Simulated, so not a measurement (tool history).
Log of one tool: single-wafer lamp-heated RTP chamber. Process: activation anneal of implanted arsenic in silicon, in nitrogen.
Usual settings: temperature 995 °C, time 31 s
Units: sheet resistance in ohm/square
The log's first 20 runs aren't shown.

| run | hour | temperature | time | read-back reference wafer on the same gauge, sheet resistance | sheet resistance |
|---|---|---|---|---|---|
|  | 976.6 | reflector plate cleaned |
| 21 | 982.7 | 995 | 40 | 243.12 | 239.68 |
|  | 1017.2 | pyrometer window cleaned and pyrometer calibrated |
| 22 | 1050.7 | 995 | 31 | 243.02 | 241.34 |
| 23 | 1124.8 | 1008 | 31 | 243.15 | 238.05 |
| 24 | 1160.3 | 1015 | 31 | 242.98 | 236.69 |
| 25 | 1198.8 | 977 | 20 | 242.80 | 246.24 |
| 26 | 1244.8 | 995 | 31 | 242.95 | 240.38 |
|  | 1281.7 | reflector plate cleaned |
| 27 | 1282.2 | 976 | 31 | 243.00 | 244.34 |
|  | 1350.6 | pyrometer window cleaned and pyrometer calibrated |
| 28 | 1351.1 | 1004 | 49 | 242.97 | 234.81 |
| 29 | 1391.7 | 1013 | 31 | 242.85 | 237.06 |
| 30 | 1459.4 | 1013 | 24 | 242.96 | 240.05 |
| 31 | 1650.4 | 1013 | 42 | 242.90 | 233.14 |
|  | 1678.9 | reflector plate cleaned |
|  | 1697.9 | pyrometer window cleaned and pyrometer calibrated |
| 32 | 1698.4 | 968 | 31 | 242.98 | 245.68 |
| 33 | 1754.5 | 995 | 31 | 242.98 | 241.03 |

4 ways to go on from here, each from the tool as it stands after run 33. What would each give?
| A | 1754.9 | 995 | 31 | ? | ? |
| B | 1754.9 | 1006 | 19 | ? | ? |
| C | 1754.9 | 1017 | 31 | ? | ? |
| D | 1754.9 | 1022 | 31 | ? | ? |

| run | read-back reference wafer on the same gauge, sheet resistance | sheet resistance |
|---|---|---|
| A | 243.01 | 241.74 |
| B | 243.01 | 243.65 |
| C | 243.01 | 237.20 |
| D | 243.01 | 235.98 |
Without the tool's hidden state the same runs would have given:
| run | sheet resistance |
|---|---|
| A | 242.44 |
| B | 244.29 |
| C | 238.17 |
| D | 237.00 |
